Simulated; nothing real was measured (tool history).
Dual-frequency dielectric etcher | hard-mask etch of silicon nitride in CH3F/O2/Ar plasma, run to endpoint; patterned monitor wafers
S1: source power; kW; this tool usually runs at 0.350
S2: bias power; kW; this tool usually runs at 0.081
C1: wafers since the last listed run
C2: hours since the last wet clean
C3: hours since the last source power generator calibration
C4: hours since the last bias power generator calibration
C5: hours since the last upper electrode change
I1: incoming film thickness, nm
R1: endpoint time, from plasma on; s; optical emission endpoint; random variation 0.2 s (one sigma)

run    hour     S1     S2    C1     C2      C3      C4      C5     I1    R1
  1     0.0  0.350  0.069     0  446.0  2168.5  2995.8  3663.4  49.26  70.7
  2    27.9  0.280  0.081   236  473.9  2196.4  3023.7  3691.3  48.68  69.9
  3    59.5  0.350  0.081   267  505.5  2228.0  3055.3  3722.9  48.72  66.1
  4    94.9  0.390  0.081   299  540.9  2263.4  3090.7  3758.3  48.75  63.6
  5   159.6  0.390  0.081   547  605.6  2328.1  3155.4  3823.0  49.12  64.0
      203.6  -- wet clean of the chamber
  6   205.6  0.390  0.081   186    2.0  2374.1  3201.4  3869.0  49.15  65.9
  7   264.2  0.350  0.081   496   60.6  2432.7  3260.0  3927.6  49.18  67.7
  8   309.2  0.350  0.081   381  105.6  2477.7  3305.0  3972.6  48.66  67.3
  9   337.2  0.350  0.081   237  133.6  2505.7  3333.0  4000.6  48.52  66.6
 10   372.5  0.350  0.081   298  168.9  2541.0  3368.3  4035.9  48.51  66.7
 11   410.8  0.350  0.081   324  207.2  2579.3  3406.6  4074.2  49.62  68.4
 12   460.1  0.350  0.081   417  256.5  2628.6  3455.9  4123.5  48.79  66.8
      566.3  -- upper electrode replaced
      619.8  -- bias power generator calibrated
 13   659.8  0.350  0.089  1453  456.2  2828.3    40.0    93.5  49.50  63.0
 14   721.3  0.350  0.089   520  517.7  2889.8   101.5   155.0  49.42  62.7
 15   750.8  0.440  0.090   249  547.2  2919.3   131.0   184.5  48.72  57.7
 16   797.9  0.420  0.074   398  594.3  2966.4   178.1   231.6  48.39  62.6
      851.6  -- wet clean of the chamber
 17   852.1  0.350  0.081   255    0.5  3020.6   232.3   285.8  49.14  66.4
      893.7  -- source power generator calibrated
 18   901.6  0.410  0.081   385   50.0     7.9   281.8   335.3  48.67  63.0
 19   968.5  0.400  0.081   566  116.9    74.8   348.7   402.2  49.69  64.0
 20  1039.1  0.290  0.089   597  187.5   145.4   419.3   472.8  49.47  66.9
 21  1094.4  0.410  0.093   468  242.8   200.7   474.6   528.1  49.21  59.8
 22  1164.2  0.350  0.081   591  312.6   270.5   544.4   597.9  49.28  65.5
 23  1218.5  0.410  0.081   459  366.9   324.8   598.7   652.2  49.23  62.2
 24  1417.5  0.430  0.076  1685  565.9   523.8   797.7   851.2  48.56  62.2
     1485.2  -- wet clean of the chamber
 25  1485.7  0.430  0.064   374    0.5   592.0   865.9   919.4  49.08  68.5
 26  1516.5  0.400  0.072   260   31.3   622.8   896.7   950.2  49.28  66.4
 27  1550.7  0.300  0.092   289   65.5   657.0   930.9   984.4  49.21  65.3
 28  1615.9  0.350  0.081   552  130.7   722.2   996.1  1049.6  48.76  65.2

Branching from run 28: 3 alternative next runs. What would each branch give?
  A  1616.3  0.370  0.081   3  131.1  722.6  996.5  1050.0  48.81   ?
  B  1616.3  0.430  0.090   3  131.1  722.6  996.5  1050.0  48.81   ?
  C  1616.3  0.390  0.101   3  131.1  722.6  996.5  1050.0  48.81   ?

run    R1
  A  64.7
  B  59.4
  C  58.2
The same runs, with their run-to-run variation unchanged, on a tool lacking any hidden condition would have given:
run    R1
  A  65.1
  B  59.8
  C  58.6
